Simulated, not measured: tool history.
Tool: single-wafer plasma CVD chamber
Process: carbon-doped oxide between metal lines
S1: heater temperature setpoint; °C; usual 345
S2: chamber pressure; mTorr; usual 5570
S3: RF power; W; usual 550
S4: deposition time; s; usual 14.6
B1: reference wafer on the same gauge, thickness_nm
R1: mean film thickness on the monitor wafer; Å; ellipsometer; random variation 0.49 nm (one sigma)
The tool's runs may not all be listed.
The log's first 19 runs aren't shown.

Run 20, hour 440.0: usual settings; B1 84.754. Result: R1 809.85 Å.
Run 21, hour 476.0: usual settings but S3 450 W; B1 84.387. Result: R1 662.62 Å.
Run 22, hour 505.6: usual settings; B1 84.459. Result: R1 819.22 Å.
Run 23, hour 541.0: usual settings but S2 6170 mTorr, S4 16.8 s; B1 84.237. Result: R1 942.56 Å.
Run 24, hour 558.0: usual settings but S1 358 °C, S3 610 W; B1 84.164. Result: R1 871.52 Å.
Run 25, hour 571.9: usual settings but S2 6890 mTorr; B1 84.103. Result: R1 833.13 Å.
Run 26, hour 588.9: usual settings; B1 84.076. Result: R1 821.92 Å.
Run 27, hour 622.9: usual settings but S2 6330 mTorr, S3 585 W, S4 15.8 s; B1 84.036. Result: R1 943.85 Å.
Run 28, hour 649.8: usual settings but S2 6390 mTorr, S4 11.7 s; B1 83.825. Result: R1 665.40 Å.
Run 29, hour 674.7: usual settings but S2 4390 mTorr; B1 83.971. Result: R1 791.74 Å.
Run 30, hour 693.0: usual settings but S2 4350 mTorr, S3 450 W, S4 12.1 s; B1 83.749. Result: R1 526.24 Å.

Forecast each of these 3 alternatives for the next run:
Run A, hour 693.4: usual settings but S2 6200 mTorr; B1 ?. Result: R1 ?.
Run B, hour 693.4: usual settings but S1 335 °C, S2 6180 mTorr, S3 445 W, S4 11.9 s; B1 ?. Result: R1 ?.
Run C, hour 693.4: usual settings but S3 605 W; B1 ?. Result: R1 ?.

run      B1      R1
  A  83.860  821.08
  B  83.860  541.52
  C  83.860  890.74
Without the tool's hidden state the same runs would have given:
run      R1
  A  838.55
  B  553.04
  C  909.69
